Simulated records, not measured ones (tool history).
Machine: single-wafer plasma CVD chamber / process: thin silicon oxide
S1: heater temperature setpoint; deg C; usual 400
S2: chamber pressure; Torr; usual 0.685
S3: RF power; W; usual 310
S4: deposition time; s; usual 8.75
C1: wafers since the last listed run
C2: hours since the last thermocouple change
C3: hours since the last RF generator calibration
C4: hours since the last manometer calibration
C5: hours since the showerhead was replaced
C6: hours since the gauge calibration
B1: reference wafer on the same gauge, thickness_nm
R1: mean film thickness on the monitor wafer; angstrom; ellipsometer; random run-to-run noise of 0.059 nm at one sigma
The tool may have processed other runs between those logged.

Run 1, hour 0: usual settings but S1 388 deg C; C1 0; C2 637.2; C3 1473.6; C4 1961.9; C5 8084.1; C6 999.5; B1 14.987. Result: R1 132.62 angstrom.
Run 2, hour 46.8: usual settings but S1 388 deg C; C1 1902; C2 684; C3 1520.4; C4 2008.7; C5 8130.9; C6 1046.3; B1 15.002. Result: R1 132.32 angstrom.
Run 3, hour 118.8: usual settings but S2 0.631 Torr; C1 2926; C2 756; C3 1592.4; C4 2080.7; C5 8202.9; C6 1118.3; B1 14.979. Result: R1 121.17 angstrom.
Run 4, hour 314.3: usual settings but S2 0.631 Torr; C1 7946; C2 951.5; C3 1787.9; C4 2276.2; C5 8398.4; C6 1313.8; B1 14.982. Result: R1 119.99 angstrom.
Run 5, hour 359.3: usual settings but S2 0.631 Torr; C1 1829; C2 996.5; C3 1832.9; C4 2321.2; C5 8443.4; C6 1358.8; B1 14.985. Result: R1 118.58 angstrom.
At hour 379: capacitance manometer re-zeroed and calibrated.
Run 6, hour 408.6: usual settings; C1 1678; C2 1045.8; C3 1882.2; C4 29.6; C5 8492.7; C6 1408.1; B1 15.017. Result: R1 130.37 angstrom.
At hour 418.6: showerhead replaced.
Run 7, hour 463.2: usual settings; C1 1894; C2 1100.4; C3 1936.8; C4 84.2; C5 44.6; C6 1462.7; B1 15.004. Result: R1 130.47 angstrom.
Run 8, hour 505.4: usual settings; C1 1715; C2 1142.6; C3 1979; C4 126.4; C5 86.8; C6 1504.9; B1 15.002. Result: R1 129.74 angstrom.
Run 9, hour 553.9: usual settings; C1 1971; C2 1191.1; C3 2027.5; C4 174.9; C5 135.3; C6 1553.4; B1 14.992. Result: R1 129.4 angstrom.
Run 10, hour 615.9: usual settings but S3 335 W; C1 2520; C2 1253.1; C3 2089.5; C4 236.9; C5 197.3; C6 1615.4; B1 14.987. Result: R1 133.61 angstrom.
Run 11, hour 662: usual settings but S4 10.07 s; C1 1873; C2 1299.2; C3 2135.6; C4 283; C5 243.4; C6 1661.5; B1 14.992. Result: R1 149.63 angstrom.
Run 12, hour 692: usual settings; C1 1219; C2 1329.2; C3 2165.6; C4 313; C5 273.4; C6 1691.5; B1 15.006. Result: R1 129.96 angstrom.
Run 13, hour 746.9: usual settings but S1 408 deg C, S3 365 W; C1 2231; C2 1384.1; C3 2220.5; C4 367.9; C5 328.3; C6 1746.4; B1 15. Result: R1 136.22 angstrom.
At hour 810: thermocouple changed; heater temperature recalibrated.
Run 14, hour 810.5: usual settings but S1 404 deg C, S3 265 W; C1 2260; C2 0.5; C3 2284.1; C4 431.5; C5 391.9; C6 1810; B1 15.003. Result: R1 121.24 angstrom.
Run 15, hour 856.8: usual settings but S2 0.772 Torr, S4 10.4 s; C1 1882; C2 46.8; C3 2330.4; C4 477.8; C5 438.2; C6 1856.3; B1 14.97. Result: R1 171.78 angstrom.
Run 16, hour 895.1: usual settings; C1 1556; C2 85.1; C3 2368.7; C4 516.1; C5 476.5; C6 1894.6; B1 15.001. Result: R1 128.69 angstrom.
At hour 940.7: gauge calibrated.
At hour 951.5: RF generator calibrated.
Run 17, hour 960.8: usual settings; C1 2345; C2 150.8; C3 9.3; C4 581.8; C5 542.2; C6 20.1; B1 14.999. Result: R1 132.19 angstrom.
Run 18, hour 1021.6: usual settings; C1 2471; C2 211.6; C3 70.1; C4 642.6; C5 603; C6 80.9; B1 15.016. Result: R1 132.33 angstrom.
Run 19, hour 1059.2: usual settings but S1 386 deg C; C1 1528; C2 249.2; C3 107.7; C4 680.2; C5 640.6; C6 118.5; B1 15.003. Result: R1 134.01 angstrom.
Run 20, hour 1125.7: usual settings but S1 392 deg C, S4 7.07 s; C1 2703; C2 315.7; C3 174.2; C4 746.7; C5 707.1; C6 185; B1 14.994. Result: R1 106.77 angstrom.
Run 21, hour 1170.4: usual settings but S2 0.632 Torr; C1 1817; C2 360.4; C3 218.9; C4 791.4; C5 751.8; C6 229.7; B1 14.991. Result: R1 122.04 angstrom.
Run 22, hour 1212.8: usual settings but S1 394 deg C, S2 0.785 Torr, S3 350 W, S4 7.17 s; C1 1723; C2 402.8; C3 261.3; C4 833.8; C5 794.2; C6 272.1; B1 15.011. Result: R1 129.32 angstrom.
Run 23, hour 1238.4: usual settings but S1 392 deg C; C1 1040; C2 428.4; C3 286.9; C4 859.4; C5 819.8; C6 297.7; B1 15.005. Result: R1 133.33 angstrom.
Run 24, hour 1279.2: usual settings but S2 0.736 Torr, S4 10.44 s; C1 1658; C2 469.2; C3 327.7; C4 900.2; C5 860.6; C6 338.5; B1 15. Result: R1 170.13 angstrom.
Run 25, hour 1330.9: usual settings; C1 2101; C2 520.9; C3 379.4; C4 951.9; C5 912.3; C6 390.2; B1 15.008. Result: R1 132.71 angstrom.
Run 26, hour 1363.9: usual settings but S1 396 deg C, S2 0.577 Torr, S3 275 W, S4 7.04 s; C1 1341; C2 553.9; C3 412.4; C4 984.9; C5 945.3; C6 423.2; B1 15.018. Result: R1 84.79 angstrom.
Run 27, hour 1393.4: usual settings; C1 1199; C2 583.4; C3 441.9; C4 1014.4; C5 974.8; C6 452.7; B1 14.982. Result: R1 132.09 angstrom.
Run 28, hour 1439.6: usual settings but S1 392 deg C, S2 0.566 Torr, S4 10.33 s; C1 1878; C2 629.6; C3 488.1; C4 1060.6; C5 1021; C6 498.9; B1 14.974. Result: R1 128.86 angstrom.

Entry by entry between the runs, the difference in hidden state between the last listed run before and the first listed run after:
Run 5 -> run 6: capacitance manometer re-zeroed and calibrated (hour 379)
  delivered RF power above the setpoint (%): -4.12 -> -4.34
  measured result minus the result with no hidden state, R1: -1.91 -> -2.21 angstrom
Run 6 -> run 7: showerhead replaced (hour 418.6)
  delivered RF power above the setpoint (%): -4.34 -> -4.59
  measured result minus the result with no hidden state, R1: -2.21 -> -2.36 angstrom
Run 13 -> run 14: thermocouple changed; heater temperature recalibrated (hour 810)
  delivered RF power above the setpoint (%): -6.01 -> -6.35
  measured result minus the result with no hidden state, R1: -3.11 -> -3.34 angstrom
Run 16 -> run 17: gauge calibrated (hour 940.7); RF generator calibrated (hour 951.5)
  delivered RF power above the setpoint (%): -6.82 -> -0.353
  measured result minus the result with no hidden state, R1: -3.55 -> -0.17 angstrom
